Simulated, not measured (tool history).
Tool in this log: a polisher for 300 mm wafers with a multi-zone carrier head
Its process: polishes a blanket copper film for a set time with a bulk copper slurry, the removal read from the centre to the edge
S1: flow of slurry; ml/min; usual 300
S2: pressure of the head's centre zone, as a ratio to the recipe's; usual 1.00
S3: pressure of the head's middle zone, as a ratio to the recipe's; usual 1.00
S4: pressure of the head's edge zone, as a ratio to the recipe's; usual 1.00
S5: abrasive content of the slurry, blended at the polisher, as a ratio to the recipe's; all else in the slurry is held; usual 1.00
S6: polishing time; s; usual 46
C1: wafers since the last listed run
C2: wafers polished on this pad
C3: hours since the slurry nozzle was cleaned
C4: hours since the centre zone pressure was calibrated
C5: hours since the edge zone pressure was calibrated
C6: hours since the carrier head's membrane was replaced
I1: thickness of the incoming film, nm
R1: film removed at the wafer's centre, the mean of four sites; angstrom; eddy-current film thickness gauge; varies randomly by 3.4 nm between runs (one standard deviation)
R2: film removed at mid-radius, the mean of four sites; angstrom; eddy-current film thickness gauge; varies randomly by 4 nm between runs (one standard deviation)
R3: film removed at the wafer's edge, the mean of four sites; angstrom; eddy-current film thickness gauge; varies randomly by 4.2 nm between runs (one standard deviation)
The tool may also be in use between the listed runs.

run     day   S1    S2    S3    S4    S5  S6   C1    C2     C3     C4      C5      C6      I1    R1    R2    R3
  1   0.000  215  1.00  1.00  1.00  0.80  46    0  2076  270.2  171.2    97.3  1562.2  3450.1  2202  2575  2581
  2   2.062  215  1.00  1.00  1.00  0.80  46  549  2626  319.7  220.7   146.8  1611.7  3425.5  2179  2616  2585
  3   3.912  300  1.00  1.00  1.00  1.00  57  493  3119  364.1  265.1   191.2  1656.1  3452.0  2948  3455  3490
  4   5.488  300  1.00  1.09  0.96  1.00  46  419  3539  401.9  302.9   229.0  1693.9  3492.5  2342  3033  2747
      6.575  -- slurry nozzle cleaned
  5   8.188  300  1.00  1.00  1.00  1.00  46  708  4248   38.7  367.7   293.8  1758.7  3519.7  2334  2878  2856
      8.758  -- carrier head's membrane replaced by a new one
      9.967  -- worn pad replaced by a new one
  6   9.988  300  1.09  1.00  0.89  0.75  46  379     5   81.9  410.9   337.0    29.5  3508.7  2407  2681  2451
     10.971  -- centre zone pressure recalibrated, repeated, since the last time left the tool worse
  7  12.767  300  1.00  1.03  0.88  1.00  46  718   724  148.6   43.1   403.7    96.2  3492.2  2754  2938  2672
  8  15.646  300  1.00  1.00  1.08  1.00  46  767  1491  217.7  112.2   472.8   165.3  3487.6  2802  2813  2964
  9  18.617  300  1.00  1.00  1.00  1.00  46  791  2283  289.0  183.5   544.1   236.6  3495.0  2715  2926  2847
 10  20.346  395  1.00  0.97  1.00  0.80  34  460  2744  330.5  225.0   585.6   278.1  3456.1  1963  1983  2010
 11  21.721  375  1.00  1.00  1.08  1.15  46  366  3110  363.5  258.0   618.6   311.1  3474.2  2925  2994  3152
 12  23.508  395  1.00  0.97  1.00  0.80  34  476  3587  406.4  300.9   661.5   354.0  3437.4  1919  1919  2060
 13  25.188  395  1.00  1.00  1.06  1.20  35  447  4034  446.7  341.2   701.8   394.3  3482.6  2212  2322  2395
     26.450  -- slurry nozzle cleaned
 14  26.467  300  1.00  1.11  0.94  1.00  46  329  4364    0.4  371.9   732.5   425.0  3518.1  2677  3009  2783
 15  29.317  300  1.00  1.03  0.88  1.00  46  759  5124   68.8  440.3   800.9   493.4  3481.0  2685  2868  2777
     29.821  -- worn pad replaced by a new one
 16  32.229  300  1.06  1.00  1.00  1.00  46  731   642  138.7  510.2   870.8   563.3  3401.1  2803  2845  2912
 17  34.646  300  1.00  1.00  0.93  1.00  59  644  1286  196.7  568.2   928.8   621.3  3441.4  3370  3683  3577
 18  36.504  300  0.88  1.00  1.00  1.15  53  495  1781  241.3  612.8   973.4   665.9  3450.7  2791  3444  3464
 19  39.025  390  0.90  1.00  1.00  1.00  46  671  2453  301.8  673.3  1033.9   726.4  3500.9  2478  2911  2882
 20  41.883  300  1.00  1.00  1.00  1.00  46  761  3215  370.4  741.9  1102.5   795.0  3497.3  2616  2821  2940
 21  43.596  300  1.00  1.10  0.95  1.00  46  456  3672  411.5  783.0  1143.6   836.1  3515.3  2629  3046  2723

Forecast each of these 4 alternatives for the next run:
  A  43.612  300  1.00  1.00  1.00  1.00  46   4  3676  411.9  783.4  1144.0  836.5  3391.5   ?   ?   ?
  B  43.612  380  0.97  1.00  1.00  1.20  33   4  3676  411.9  783.4  1144.0  836.5  3391.5   ?   ?   ?
  C  43.612  385  1.04  0.93  1.00  1.00  53   4  3676  411.9  783.4  1144.0  836.5  3391.5   ?   ?   ?
  D  43.612  400  1.11  0.93  1.00  1.20  46   4  3676  411.9  783.4  1144.0  836.5  3391.5   ?   ?   ?

run    R1    R2    R3
  A  2573  2869  2861
  B  1920  2203  2187
  C  3157  3176  3354
  D  3079  2899  3060
What these runs would have given with no unlogged condition in the tool:
run    R1    R2    R3
  A  2754  2868  2861
  B  2055  2202  2187
  C  3377  3175  3354
  D  3293  2897  3060
